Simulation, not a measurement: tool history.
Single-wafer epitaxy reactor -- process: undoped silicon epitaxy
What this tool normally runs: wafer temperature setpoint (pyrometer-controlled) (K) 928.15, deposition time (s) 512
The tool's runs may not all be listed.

run    hour  wafer temperature setpoint (pyrometer-controlled) (K)  deposition time (s)  wafers since the last listed run  hours since the last pyrometer calibration  hours since the gauge calibration  read-back reference wafer on the same gauge, thickness_nm  mean film thickness on the monitor wafer (angstrom)
  1       0                                                 920.15                  590                                 0                                      2325.7                              338.7                                                     93.133                                              1104.69
  2    57.2                                                 920.15                  590                               256                                      2382.9                              395.9                                                      93.22                                              1100.73
  3   118.4                                                 932.15                  512                               274                                      2444.1                              457.1                                                     93.384                                              1220.38
  4   164.9                                                 928.15                  512                               208                                      2490.6                              503.6                                                     93.812                                              1124.81
  5     218                                                 928.15                  512                               237                                      2543.7                              556.7                                                      93.75                                              1124.63
  6   279.9                                                 936.15                  512                               277                                      2605.6                              618.6                                                     93.989                                              1310.71
  7   456.1                                                 928.15                  490                               789                                      2781.8                              794.8                                                     94.987                                              1103.03
  8   511.4                                                 928.15                  490                               247                                      2837.1                              850.1                                                     95.415                                               1095.9
      517.9  -- gauge calibrated
  9   557.4                                                 928.15                  490                               206                                      2883.1                               39.5                                                     92.893                                              1063.23
      574.6  -- pyrometer calibrated
 10   613.3                                                 928.15                  512                               214                                        38.7                               95.4                                                     93.135                                              1108.79
 11   726.6                                                 941.15                  429                               507                                         152                              208.7                                                     93.296                                               1190.3
 12   789.8                                                 919.15                  594                               283                                       215.2                              271.9                                                     93.457                                              1101.55
 13   838.8                                                 917.15                  413                               219                                       264.2                              320.9                                                     93.375                                               735.52
 14   896.8                                                 928.15                  512                               259                                       322.2                              378.9                                                     93.556                                              1115.51
 15     946                                                 937.15                  550                               220                                       371.4                              428.1                                                     93.852                                                 1449
 16     989                                                 928.15                  490                               192                                       414.4                              471.1                                                     93.981                                              1087.05
 17  1032.9                                                 932.15                  587                               196                                       458.3                                515                                                     94.236                                              1408.25
 18  1078.5                                                 942.15                  512                               204                                       503.9                              560.6                                                      94.19                                              1477.85
 19  1106.5                                                 928.15                  512                               125                                       531.9                              588.6                                                     94.536                                              1132.49

What was the tool's hidden state at every run in the log?
wafer temperature above the value expected at the setpoint (K): 0 in every run
H1: gauge reads high (%)
run      H1
  1  0.0213
  2   0.194
  3   0.408
  4   0.592
  5   0.823
  6    1.12
  7    2.14
  8    2.52
  9    0.25
 10   0.281
 11   0.422
 12   0.547
 13   0.666
 14   0.833
 15   0.996
 16    1.16
 17    1.33
 18    1.53
 19    1.67

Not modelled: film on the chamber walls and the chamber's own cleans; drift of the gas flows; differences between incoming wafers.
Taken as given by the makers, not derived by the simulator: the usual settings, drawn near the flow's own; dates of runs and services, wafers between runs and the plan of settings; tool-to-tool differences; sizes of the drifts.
